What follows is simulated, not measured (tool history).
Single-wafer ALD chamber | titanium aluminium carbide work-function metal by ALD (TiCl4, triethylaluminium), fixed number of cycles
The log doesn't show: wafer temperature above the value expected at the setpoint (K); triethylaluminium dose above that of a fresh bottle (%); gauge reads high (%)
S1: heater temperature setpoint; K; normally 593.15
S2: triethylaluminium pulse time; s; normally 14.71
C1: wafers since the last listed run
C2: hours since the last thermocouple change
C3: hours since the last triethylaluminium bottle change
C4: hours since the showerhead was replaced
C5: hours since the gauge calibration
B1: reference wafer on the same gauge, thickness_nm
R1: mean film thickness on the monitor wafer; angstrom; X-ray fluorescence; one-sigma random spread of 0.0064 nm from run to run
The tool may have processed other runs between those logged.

| run | hour | S1 | S2 | C1 | C2 | C3 | C4 | C5 | B1 | R1 |
|---|---|---|---|---|---|---|---|---|---|---|
| 1 | 0.0 | 600.15 | 14.71 | 0 | 2213.8 | 433.9 | 5293.3 | 168.0 | 2.709 | 24.64 |
| 2 | 29.1 | 593.15 | 14.71 | 293 | 2242.9 | 463.0 | 5322.4 | 197.1 | 2.711 | 24.00 |
| 3 | 59.5 | 593.15 | 14.71 | 306 | 2273.3 | 493.4 | 5352.8 | 227.5 | 2.709 | 23.95 |
| 4 | 108.5 | 593.15 | 14.71 | 494 | 2322.3 | 542.4 | 5401.8 | 276.5 | 2.711 | 23.95 |
| 5 | 148.1 | 593.15 | 14.71 | 399 | 2361.9 | 582.0 | 5441.4 | 316.1 | 2.710 | 23.81 |
| 6 | 193.6 | 593.15 | 14.71 | 459 | 2407.4 | 627.5 | 5486.9 | 361.6 | 2.711 | 23.78 |
|  | 246.9 | thermocouple changed; heater temperature recalibrated |
|  | 259.8 | triethylaluminium bottle replaced |
| 7 | 260.3 | 593.15 | 14.71 | 511 | 13.4 | 0.5 | 5553.6 | 428.3 | 2.711 | 24.19 |
| 8 | 310.3 | 593.15 | 14.71 | 504 | 63.4 | 50.5 | 5603.6 | 478.3 | 2.712 | 24.15 |
|  | 380.0 | showerhead replaced, of another model than before |
| 9 | 486.7 | 593.15 | 14.71 | 1699 | 239.8 | 226.9 | 106.7 | 654.7 | 2.710 | 24.24 |
| 10 | 530.6 | 584.15 | 10.52 | 442 | 283.7 | 270.8 | 150.6 | 698.6 | 2.708 | 22.78 |

Run 11 is up next; what results do you expect?
|  | 556.6 | gauge calibrated |
| 11 | 600.2 | 584.15 | 11.29 | 702 | 353.3 | 340.4 | 220.2 | 43.6 | ? | ? |

Logged for run 11: B1 2.709, R1 22.92 angstrom.
The same run, on a tool lacking any hidden state, would have yielded R1 23.09 angstrom.

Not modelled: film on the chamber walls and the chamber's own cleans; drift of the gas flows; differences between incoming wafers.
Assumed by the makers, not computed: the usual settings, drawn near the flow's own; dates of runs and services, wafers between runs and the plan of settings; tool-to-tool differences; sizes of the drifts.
